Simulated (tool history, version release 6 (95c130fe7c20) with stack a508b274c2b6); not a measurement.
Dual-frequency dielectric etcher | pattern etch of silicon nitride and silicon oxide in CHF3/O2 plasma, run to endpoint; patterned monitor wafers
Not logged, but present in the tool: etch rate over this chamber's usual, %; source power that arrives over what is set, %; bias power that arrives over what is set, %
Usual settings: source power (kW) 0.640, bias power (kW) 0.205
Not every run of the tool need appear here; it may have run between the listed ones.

| run | hour | source power (kW) | bias power (kW) | wafers since the last listed run | hours since the last wet clean | hours since the last source power generator calibration | hours since the last bias power generator calibration | hours since the last upper electrode change | incoming incoming film thickness, nm | endpoint time (s) |
|---|---|---|---|---|---|---|---|---|---|---|
| 1 | 0.0 | 0.640 | 0.173 | 0 | 129.0 | 3452.8 | 1470.2 | 3983.5 | 269.4 | 197.0 |
| 2 | 40.2 | 0.640 | 0.173 | 382 | 169.2 | 3493.0 | 1510.4 | 4023.7 | 269.1 | 197.1 |
| 3 | 162.5 | 0.700 | 0.205 | 1163 | 291.5 | 3615.3 | 1632.7 | 4146.0 | 270.0 | 175.1 |
|  | 225.5 | wet clean of the chamber |
| 4 | 293.4 | 0.700 | 0.205 | 1017 | 67.9 | 3746.2 | 1763.6 | 4276.9 | 268.0 | 174.3 |
| 5 | 342.8 | 0.700 | 0.205 | 469 | 117.3 | 3795.6 | 1813.0 | 4326.3 | 269.2 | 174.5 |
| 6 | 367.0 | 0.640 | 0.205 | 230 | 141.5 | 3819.8 | 1837.2 | 4350.5 | 268.5 | 181.7 |
| 7 | 407.3 | 0.640 | 0.205 | 383 | 181.8 | 3860.1 | 1877.5 | 4390.8 | 267.5 | 180.3 |
| 8 | 477.2 | 0.640 | 0.205 | 665 | 251.7 | 3930.0 | 1947.4 | 4460.7 | 267.1 | 181.0 |
| 9 | 513.3 | 0.640 | 0.205 | 343 | 287.8 | 3966.1 | 1983.5 | 4496.8 | 267.6 | 181.5 |
|  | 583.4 | wet clean of the chamber |
| 10 | 583.9 | 0.640 | 0.205 | 443 | 0.5 | 4036.7 | 2054.1 | 4567.4 | 269.0 | 181.2 |
|  | 598.0 | bias power generator calibrated |
| 11 | 624.7 | 0.640 | 0.205 | 350 | 41.3 | 4077.5 | 26.7 | 4608.2 | 268.3 | 177.6 |
| 12 | 695.1 | 0.690 | 0.230 | 669 | 111.7 | 4147.9 | 97.1 | 4678.6 | 265.8 | 162.3 |
| 13 | 764.1 | 0.690 | 0.230 | 656 | 180.7 | 4216.9 | 166.1 | 4747.6 | 267.9 | 163.2 |
|  | 787.1 | source power generator calibrated |
| 14 | 809.5 | 0.690 | 0.230 | 393 | 226.1 | 22.4 | 211.5 | 4793.0 | 269.4 | 164.3 |
| 15 | 844.3 | 0.730 | 0.205 | 331 | 260.9 | 57.2 | 246.3 | 4827.8 | 268.8 | 167.6 |
|  | 978.1 | wet clean of the chamber |
| 16 | 978.6 | 0.640 | 0.205 | 1049 | 0.5 | 191.5 | 380.6 | 4962.1 | 265.2 | 177.5 |
| 17 | 1004.4 | 0.640 | 0.192 | 245 | 26.3 | 217.3 | 406.4 | 4987.9 | 270.6 | 184.1 |
| 18 | 1032.1 | 0.550 | 0.239 | 263 | 54.0 | 245.0 | 434.1 | 5015.6 | 269.4 | 180.2 |
| 19 | 1075.1 | 0.640 | 0.205 | 409 | 97.0 | 288.0 | 477.1 | 5058.6 | 269.7 | 179.4 |
| 20 | 1105.2 | 0.500 | 0.224 | 286 | 127.1 | 318.1 | 507.2 | 5088.7 | 265.8 | 190.8 |
| 21 | 1153.6 | 0.560 | 0.251 | 460 | 175.5 | 366.5 | 555.6 | 5137.1 | 268.5 | 172.2 |
| 22 | 1213.6 | 0.770 | 0.220 | 570 | 235.5 | 426.5 | 615.6 | 5197.1 | 269.2 | 160.9 |
|  | 1304.8 | upper electrode replaced |
| 23 | 1305.3 | 0.720 | 0.240 | 644 | 327.2 | 518.2 | 707.3 | 0.5 | 271.0 | 159.1 |
|  | 1345.8 | wet clean of the chamber |
| 24 | 1346.3 | 0.640 | 0.205 | 161 | 0.5 | 559.2 | 748.3 | 41.5 | 267.1 | 177.9 |
| 25 | 1532.6 | 0.770 | 0.205 | 1772 | 186.8 | 745.5 | 934.6 | 227.8 | 269.3 | 166.0 |
|  | 1672.4 | wet clean of the chamber |
| 26 | 1672.9 | 0.550 | 0.239 | 1106 | 0.5 | 885.8 | 1074.9 | 368.1 | 269.1 | 181.2 |
| 27 | 1679.6 | 0.640 | 0.205 | 63 | 7.2 | 892.5 | 1081.6 | 374.8 | 270.2 | 180.5 |
| 28 | 1751.4 | 0.590 | 0.223 | 683 | 79.0 | 964.3 | 1153.4 | 446.6 | 268.5 | 178.7 |
| 29 | 1776.8 | 0.640 | 0.205 | 241 | 104.4 | 989.7 | 1178.8 | 472.0 | 268.2 | 179.1 |
| 30 | 1806.6 | 0.510 | 0.226 | 283 | 134.2 | 1019.5 | 1208.6 | 501.8 | 268.7 | 190.4 |
| 31 | 1836.4 | 0.500 | 0.184 | 283 | 164.0 | 1049.3 | 1238.4 | 531.6 | 269.0 | 213.3 |
| 32 | 1866.7 | 0.640 | 0.205 | 288 | 194.3 | 1079.6 | 1268.7 | 561.9 | 269.4 | 180.9 |
| 33 | 1892.2 | 0.710 | 0.187 | 242 | 219.8 | 1105.1 | 1294.2 | 587.4 | 271.6 | 181.4 |

Some steps in endpoint time (s), run to run, broken into two amounts with sign: the step expected even without the hidden condition (settings, incoming material, random variation), and the rest, left for the hidden condition together with whatever gauge scatter is not in both the measured and the hidden-condition-free result:
Run 2 -> 3: source power (kW) 0.640 -> 0.700, bias power (kW) 0.173 -> 0.205. endpoint time (s) -22.0: hidden state +0.2, all else -22.2.
Run 3 -> 4: wet clean of the chamber. endpoint time (s) -0.8: hidden state +0.3, all else -1.1.
Run 10 -> 11: bias power generator calibrated. endpoint time (s) -3.6: hidden state -3.7, all else +0.1.
Run 25 -> 26: source power (kW) 0.770 -> 0.550, bias power (kW) 0.205 -> 0.239, wet clean of the chamber. endpoint time (s) +15.2: hidden state +0.4, all else +14.8.
Run 30 -> 31: source power (kW) 0.510 -> 0.500, bias power (kW) 0.226 -> 0.184. endpoint time (s) +22.9: hidden state +0.3, all else +22.6.
Run 31 -> 32: source power (kW) 0.500 -> 0.640, bias power (kW) 0.184 -> 0.205. endpoint time (s) -32.4: hidden state -0.3, all else -32.1.

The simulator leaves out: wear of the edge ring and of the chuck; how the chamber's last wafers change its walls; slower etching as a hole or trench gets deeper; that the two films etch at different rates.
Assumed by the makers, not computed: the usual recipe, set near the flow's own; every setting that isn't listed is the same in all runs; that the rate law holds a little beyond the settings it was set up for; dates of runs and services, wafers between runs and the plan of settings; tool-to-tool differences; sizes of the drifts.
